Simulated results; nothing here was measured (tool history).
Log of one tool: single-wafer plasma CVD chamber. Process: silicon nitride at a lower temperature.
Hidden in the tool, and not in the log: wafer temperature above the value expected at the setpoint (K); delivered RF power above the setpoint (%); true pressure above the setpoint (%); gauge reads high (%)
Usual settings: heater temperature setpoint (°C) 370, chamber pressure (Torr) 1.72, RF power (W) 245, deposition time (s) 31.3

run     day  heater temperature setpoint (°C)  chamber pressure (Torr)  RF power (W)  deposition time (s)  wafers since the last listed run  hours since the last thermocouple change  hours since the last RF generator calibration  hours since the last manometer calibration  hours since the showerhead was replaced  hours since the gauge calibration  read-back reference wafer on the same gauge, thickness_nm  mean film thickness on the monitor wafer (Å)
  1   0.000                               370                     1.72           245                 31.3                                 0                                    1334.3                                         1245.1                                      1277.4                                   6201.6                              136.2                                                     34.878                                        322.81
  2   1.083                               370                     1.72           245                 31.3                               917                                    1360.3                                         1271.1                                      1303.4                                   6227.6                              162.2                                                     34.889                                        325.27
  3   2.325                               370                     1.72           245                 28.0                              1051                                    1390.1                                         1300.9                                      1333.2                                   6257.4                              192.0                                                     34.796                                        291.76
      2.392  -- gauge calibrated
  4   3.033                               370                     1.72           245                 28.0                               599                                    1407.1                                         1317.9                                      1350.2                                   6274.4                               15.4                                                     34.865                                        291.53
  5   3.808                               370                     1.72           245                 28.0                               656                                    1425.7                                         1336.5                                      1368.8                                   6293.0                               34.0                                                     34.971                                        291.46
  6   5.229                               370                     1.72           245                 35.6                              1203                                    1459.8                                         1370.6                                      1402.9                                   6327.1                               68.1                                                     34.951                                        369.74
      6.050  -- capacitance manometer re-zeroed and calibrated
  7   6.275                               370                     1.72           245                 35.6                               603                                    1484.9                                         1395.7                                         5.4                                   6352.2                               93.2                                                     34.940                                        369.08
      6.721  -- RF generator calibrated
  8   7.775                               370                     1.53           245                 31.3                               987                                    1520.9                                           25.3                                        41.4                                   6388.2                              129.2                                                     34.867                                        310.81
      8.325  -- thermocouple changed; heater temperature recalibrated
      8.375  -- showerhead replaced
  9   8.579                               370                     1.37           245                 31.3                               355                                       6.1                                           44.6                                        60.7                                      4.9                              148.5                                                     34.898                                        299.85
 10   9.392                               370                     1.86           200                 31.3                               687                                      25.6                                           64.1                                        80.2                                     24.4                              168.0                                                     34.947                                        282.84
      9.779  -- gauge calibrated
 11  10.142                               370                     1.72           245                 31.3                               635                                      43.6                                           82.1                                        98.2                                     42.4                                8.7                                                     34.898                                        323.73
 12  11.283                               370                     1.47           280                 26.3                               966                                      71.0                                          109.5                                       125.6                                     69.8                               36.1                                                     34.886                                        288.73
 13  11.871                               370                     1.72           245                 31.3                               497                                      85.1                                          123.6                                       139.7                                     83.9                               50.2                                                     34.883                                        327.70
 14  12.958                               379                     1.72           245                 28.2                               920                                     111.2                                          149.7                                       165.8                                    110.0                               76.3                                                     34.874                                        289.65

Forecast each of these 3 alternatives for the next run:
  A  12.975                               370                     1.72           245                 31.3                                14                                     111.6                                          150.1                                       166.2                                    110.4                               76.7                                                          ?                                             ?
  B  12.975                               370                     1.72           220                 27.1                                14                                     111.6                                          150.1                                       166.2                                    110.4                               76.7                                                          ?                                             ?
  C  12.975                               376                     1.54           245                 27.5                                14                                     111.6                                          150.1                                       166.2                                    110.4                               76.7                                                          ?                                             ?

run  read-back reference wafer on the same gauge, thickness_nm  mean film thickness on the monitor wafer (Å)
  A                                                     34.928                                        327.12
  B                                                     34.928                                        260.21
  C                                                     34.928                                        276.87
Without the tool's hidden state the same runs would have given:
run  mean film thickness on the monitor wafer (Å)
  A                                        327.12
  B                                        260.21
  C                                        276.87

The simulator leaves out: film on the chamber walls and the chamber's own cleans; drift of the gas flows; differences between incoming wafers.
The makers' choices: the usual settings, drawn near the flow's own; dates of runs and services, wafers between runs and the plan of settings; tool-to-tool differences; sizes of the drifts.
